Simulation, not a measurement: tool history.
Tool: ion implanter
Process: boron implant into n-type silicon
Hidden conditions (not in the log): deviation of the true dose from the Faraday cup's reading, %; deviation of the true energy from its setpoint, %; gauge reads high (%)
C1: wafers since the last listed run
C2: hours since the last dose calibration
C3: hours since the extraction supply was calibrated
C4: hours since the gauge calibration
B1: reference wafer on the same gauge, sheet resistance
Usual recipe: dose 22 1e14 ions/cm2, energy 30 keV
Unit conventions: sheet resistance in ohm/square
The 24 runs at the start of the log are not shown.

Run 25, day 66.158: usual settings but dose 19.11 1e14 ions/cm2; C1 747; C2 913.6; C3 122; C4 2689.5; B1 69.8. Result: sheet resistance 67.5 ohm/square.
Run 26, day 69.208: usual settings but dose 16.21 1e14 ions/cm2, energy 27 keV; C1 1322; C2 986.8; C3 195.2; C4 2762.7; B1 69.81. Result: sheet resistance 77.94 ohm/square.
At day 70.321: Faraday cup replaced and dose calibrated.
Run 27, day 70.942: usual settings but dose 18.15 1e14 ions/cm2; C1 607; C2 14.9; C3 236.8; C4 2804.3; B1 69.8. Result: sheet resistance 71.96 ohm/square.
Run 28, day 72.588: usual settings but dose 18.82 1e14 ions/cm2, energy 33.5 keV; C1 713; C2 54.4; C3 276.3; C4 2843.8; B1 69.83. Result: sheet resistance 68.63 ohm/square.
Run 29, day 76.275: usual settings but dose 18.98 1e14 ions/cm2, energy 20.5 keV; C1 1598; C2 142.9; C3 364.8; C4 2932.3; B1 69.79. Result: sheet resistance 73.35 ohm/square.
Run 30, day 79.65: usual settings but dose 15.63 1e14 ions/cm2, energy 36 keV; C1 1463; C2 223.9; C3 445.8; C4 3013.3; B1 69.81. Result: sheet resistance 79.21 ohm/square.
At day 80.267: gauge calibrated.
Run 31, day 82.912: usual settings but dose 19.05 1e14 ions/cm2, energy 34.5 keV; C1 1414; C2 302.2; C3 524.1; C4 63.5; B1 69.81. Result: sheet resistance 67.23 ohm/square.
Run 32, day 87.104: usual settings but dose 20.29 1e14 ions/cm2, energy 26.5 keV; C1 1817; C2 402.8; C3 624.7; C4 164.1; B1 69.81. Result: sheet resistance 66.06 ohm/square.
Run 33, day 90.708: usual settings but dose 26.86 1e14 ions/cm2; C1 1562; C2 489.3; C3 711.2; C4 250.6; B1 69.77. Result: sheet resistance 53.3 ohm/square.
Run 34, day 95.071: usual settings but dose 27.6 1e14 ions/cm2, energy 36 keV; C1 1891; C2 594; C3 815.9; C4 355.3; B1 69.79. Result: sheet resistance 50.5 ohm/square.
Run 35, day 96.871: usual settings but energy 33 keV; C1 780; C2 637.2; C3 859.1; C4 398.5; B1 69.82. Result: sheet resistance 59.99 ohm/square.
Run 36, day 101.258: usual settings but dose 28.59 1e14 ions/cm2, energy 21.5 keV; C1 1902; C2 742.5; C3 964.4; C4 503.8; B1 69.81. Result: sheet resistance 56.87 ohm/square.
Run 37, day 105.233: usual settings but dose 24.45 1e14 ions/cm2, energy 23 keV; C1 1723; C2 837.9; C3 1059.8; C4 599.2; B1 69.8. Result: sheet resistance 60.19 ohm/square.
Run 38, day 107.312: usual settings; C1 901; C2 887.8; C3 1109.7; C4 649.1; B1 69.8. Result: sheet resistance 60.8 ohm/square.

Forecast each of these 3 alternatives for the next run:
Run A, day 107.329: usual settings; C1 7; C2 888.2; C3 1110.1; C4 649.5; B1 ?. Result: sheet resistance ?.
Run B, day 107.329: usual settings but dose 18.35 1e14 ions/cm2, energy 37 keV; C1 7; C2 888.2; C3 1110.1; C4 649.5; B1 ?. Result: sheet resistance ?.
Run C, day 107.329: usual settings but dose 15.95 1e14 ions/cm2, energy 39.5 keV; C1 7; C2 888.2; C3 1110.1; C4 649.5; B1 ?. Result: sheet resistance ?.

run     B1  sheet resistance
  A  69.78             60.91
  B  69.78              68.4
  C  69.78             76.68
With no hidden state in the tool, these same runs would have given:
run  sheet resistance
  A             61.85
  B             69.62
  C              78.1
